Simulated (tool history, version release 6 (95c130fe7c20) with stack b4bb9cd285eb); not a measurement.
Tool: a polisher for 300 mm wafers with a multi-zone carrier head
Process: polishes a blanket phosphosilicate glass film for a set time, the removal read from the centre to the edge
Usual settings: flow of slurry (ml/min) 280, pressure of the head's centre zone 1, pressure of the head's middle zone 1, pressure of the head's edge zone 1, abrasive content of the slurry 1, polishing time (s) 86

run   hour  flow of slurry (ml/min)  pressure of the head's centre zone  pressure of the head's middle zone  pressure of the head's edge zone  abrasive content of the slurry  polishing time (s)  wafers since the last listed run  wafers polished on this pad  hours since the slurry nozzle was cleaned  hours since the centre zone pressure was calibrated  hours since the edge zone pressure was calibrated  hours since the carrier head's membrane was replaced  incoming thickness of the incoming film, nm  film removed at the wafer's centre (nm)  film removed at mid-radius (nm)  film removed at the wafer's edge (nm)
  1      0                      280                                   1                                   1                                 1                               1                  86                                 0                           49                                      108.2                                                744.6                                              933.4                                                 328.1                                       4245.7                                      675                            645.1                                    640
  2   49.9                      230                                   1                                   1                              1.02                               1                  86                               348                          398                                      158.1                                                794.5                                              983.3                                                   378                                       4279.7                                    654.6                            639.8                                  638.6
  3   85.8                      280                                   1                                   1                                 1                               1                  86                               251                          649                                        194                                                830.4                                             1019.2                                                 413.9                                       4308.2                                    678.3                            637.9                                  630.9
     117.4  -- worn pad replaced by a new one
  4  121.4                      280                                   1                                   1                                 1                               1                  86                               220                           28                                      229.6                                                  866                                             1054.8                                                 449.5                                       4239.8                                    660.5                            643.7                                  629.9
  5  182.9                      250                                   1                                   1                                 1                               1                  86                               430                          458                                      291.1                                                927.5                                             1116.3                                                   511                                       4331.7                                      654                            636.7                                  634.8
     216.9  -- slurry nozzle cleaned
  6  228.2                      250                                   1                                   1                                 1                               1                  86                               309                          767                                       11.3                                                972.8                                             1161.6                                                 556.3                                       4275.8                                    650.7                            644.3                                  647.4
     252.1  -- worn pad replaced by a new one
     274.8  -- carrier head's membrane replaced by a new one
  7  278.2                      280                                   1                                   1                                 1                            1.15                  86                               286                          147                                       61.3                                               1022.8                                             1211.6                                                   3.4                                       4256.9                                    709.4                            685.4                                  684.4
  8  324.5                      190                                   1                                0.89                                 1                               1                  86                               323                          470                                      107.6                                               1069.1                                             1257.9                                                  49.7                                       4257.9                                      631                            569.3                                  640.1
       352  -- edge zone pressure recalibrated
  9  355.5                      240                                   1                                   1                              0.93                               1                  86                               202                          673                                      138.6                                               1100.1                                                3.5                                                  80.7                                       4340.5                                    665.8                            636.3                                  606.4
     381.5  -- worn pad replaced by a new one
 10  382.5                      190                                   1                                0.89                                 1                               1                  86                               160                            7                                      165.6                                               1127.1                                               30.5                                                 107.7                                         4243                                    652.6                            566.3                                  630.7
 11  433.6                      280                                   1                                   1                                 1                               1                  86                               357                          364                                      216.7                                               1178.2                                               81.6                                                 158.8                                       4268.1                                    674.6                            656.5                                  618.8
 12    489                      190                                   1                                   1                              1.04                             1.1                  67                               387                          752                                      272.1                                               1233.6                                                137                                                 214.2                                       4322.7                                    517.4                            503.4                                  512.4
     504.1  -- centre zone pressure recalibrated
     516.1  -- worn pad replaced by a new one
 13    540                      280                                   1                                   1                                 1                             1.2                  86                               314                          167                                      323.1                                                 35.9                                                188                                                 265.2                                       4330.6                                    710.9                            679.8                                  668.8
     577.1  -- slurry nozzle cleaned
 14  601.9                      280                                0.92                                0.96                                 1                            0.85                  86                               425                          592                                       24.8                                                 97.8                                              249.9                                                 327.1                                       4232.8                                    587.2                            587.2                                  593.6
     656.1  -- worn pad replaced by a new one
 15  656.5                      255                                   1                                   1                                 1                               1                  86                               353                            2                                       79.4                                                152.4                                              304.5                                                 381.7                                       4324.2                                    642.2                            641.7                                    626

The tool's hidden state at each run:
removal rate lost through wear of the pad, %: 0 in every run
slurry flow missing at the pad, %: 0 in every run
deviation of the centre zone's pressure from its setpoint, %: 0 in every run
deviation of the edge zone's pressure from its setpoint, %: 0 in every run

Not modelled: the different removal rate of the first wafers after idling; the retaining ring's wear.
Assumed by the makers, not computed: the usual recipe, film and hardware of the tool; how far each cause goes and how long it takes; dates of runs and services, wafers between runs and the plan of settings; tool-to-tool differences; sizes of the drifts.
